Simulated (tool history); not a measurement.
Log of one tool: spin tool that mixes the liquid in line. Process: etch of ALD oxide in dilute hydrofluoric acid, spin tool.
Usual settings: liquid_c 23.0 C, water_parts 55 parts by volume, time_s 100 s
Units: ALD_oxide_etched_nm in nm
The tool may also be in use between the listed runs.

run,hour,liquid_c,water_parts,time_s,"read-back film thickness of the ALD oxide reference wafer, read on the same gauge (nm)",ALD_oxide_etched_nm
1,0.0,23.0,55,100,120.00,42.63
2,41.4,23.0,55,100,120.00,42.10
3,82.6,23.0,55,100,120.01,41.26
# hour 137.1: hydrofluoric acid flow meter replaced
4,150.7,23.0,55,100,120.01,45.83
5,252.1,23.0,55,100,120.01,44.75
6,294.6,23.0,55,100,120.01,43.97
7,390.9,23.0,55,100,119.97,42.90
8,466.5,23.0,55,100,120.00,42.03
# hour 478.7: gauge calibrated
9,517.0,19.0,55,100,120.00,34.96
# hour 569.7: hydrofluoric acid flow meter replaced
10,617.8,23.0,35,160,120.01,116.98
# hour 891.1: thermometer replaced
11,928.0,19.5,70,120,120.00,32.75
12,1013.3,23.0,55,100,120.01,40.94
# hour 1057.2: hydrofluoric acid flow meter replaced
13,1067.1,27.0,55,100,119.99,53.95
14,1170.8,18.0,45,100,119.99,44.27

3 ways to go on from here, each from the tool as it stands after run 14. What would each give?
A,1171.2,23.0,55,100,?,?
B,1171.2,21.0,70,125,?,?
C,1171.2,18.0,75,85,?,?

run,"read-back film thickness of the ALD oxide reference wafer, read on the same gauge (nm)",ALD_oxide_etched_nm
A,119.98,44.30
B,119.98,39.29
C,119.98,21.86
Without the tool's hidden state the same runs would have given:
run,ALD_oxide_etched_nm
A,45.85
B,40.68
C,22.63
